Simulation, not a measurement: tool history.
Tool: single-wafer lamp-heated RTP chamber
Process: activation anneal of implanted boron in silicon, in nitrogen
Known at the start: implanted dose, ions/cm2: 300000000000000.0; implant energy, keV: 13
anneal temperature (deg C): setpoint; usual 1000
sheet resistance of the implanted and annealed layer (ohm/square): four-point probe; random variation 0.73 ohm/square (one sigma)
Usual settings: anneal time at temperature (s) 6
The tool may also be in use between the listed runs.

run,hour,anneal temperature (deg C),anneal time at temperature (s),wafers since the last listed run,wafers since the last pyrometer calibration,wafers since the reflector plate was cleaned,hours since the gauge calibration,"read-back reference wafer on the same gauge, sheet resistance",sheet resistance of the implanted and annealed layer (ohm/square)
1,0,1000,6,0,655,4256,296.5,325.98,313.72
2,30,1000,6,487,1143,4744,326.5,326.13,313.27
3,55.1,1000,6,407,1551,5152,351.6,326.02,313.05
4,76.1,1000,6,341,1892,5493,372.6,325.98,313.76
5,103.3,1000,6,442,2334,5935,399.8,325.92,312.85
6,134.1,1000,6,500,2835,6435,430.6,326,312.53
# hour 176.5: gauge calibrated
# hour 181.1: reflector plate cleaned
7,210.4,1000,6,1109,3944,476,33.9,326.07,311.09
8,231,985,5,334,4279,811,54.5,325.89,317.91
9,253.8,985,5,370,4650,1182,77.3,325.93,318.1
10,274.2,975,4,331,4981,1513,97.7,326.08,325.36
# hour 289.1: reflector plate cleaned, repeated, since the last time left the tool worse
11,305,1000,6,370,5352,258,128.5,326,313.41
12,335.8,980,5,500,5852,759,159.3,325.91,328.26
# hour 362.2: pyrometer window cleaned and pyrometer calibrated
13,362.7,1000,6,307,8,1066,186.2,326.05,315.26
14,396.6,1027,6,550,558,1617,220.1,326.02,309.07
15,474.1,976,3,1259,1818,2876,297.6,326.05,334.38
16,501.2,977,4,440,2258,3316,324.7,325.92,330.17
17,529,980,8,451,2710,3768,352.5,326,323.81
18,544.3,1010,9,248,2959,4017,367.8,325.95,309.4

4 ways to go on from here, each from the tool as it stands after run 18. What would each give?
A,544.7,1000,6,6,2965,4023,368.2,?,?
B,544.7,975,3,6,2965,4023,368.2,?,?
C,544.7,989,6,6,2965,4023,368.2,?,?
D,544.7,974,8,6,2965,4023,368.2,?,?

run,"read-back reference wafer on the same gauge, sheet resistance",sheet resistance of the implanted and annealed layer (ohm/square)
A,326.02,313.83
B,326.02,333.12
C,326.02,318.94
D,326.02,330.12
Without the tool's hidden state the same runs would have given:
run,sheet resistance of the implanted and annealed layer (ohm/square)
A,315.09
B,337.06
C,321.14
D,334.25

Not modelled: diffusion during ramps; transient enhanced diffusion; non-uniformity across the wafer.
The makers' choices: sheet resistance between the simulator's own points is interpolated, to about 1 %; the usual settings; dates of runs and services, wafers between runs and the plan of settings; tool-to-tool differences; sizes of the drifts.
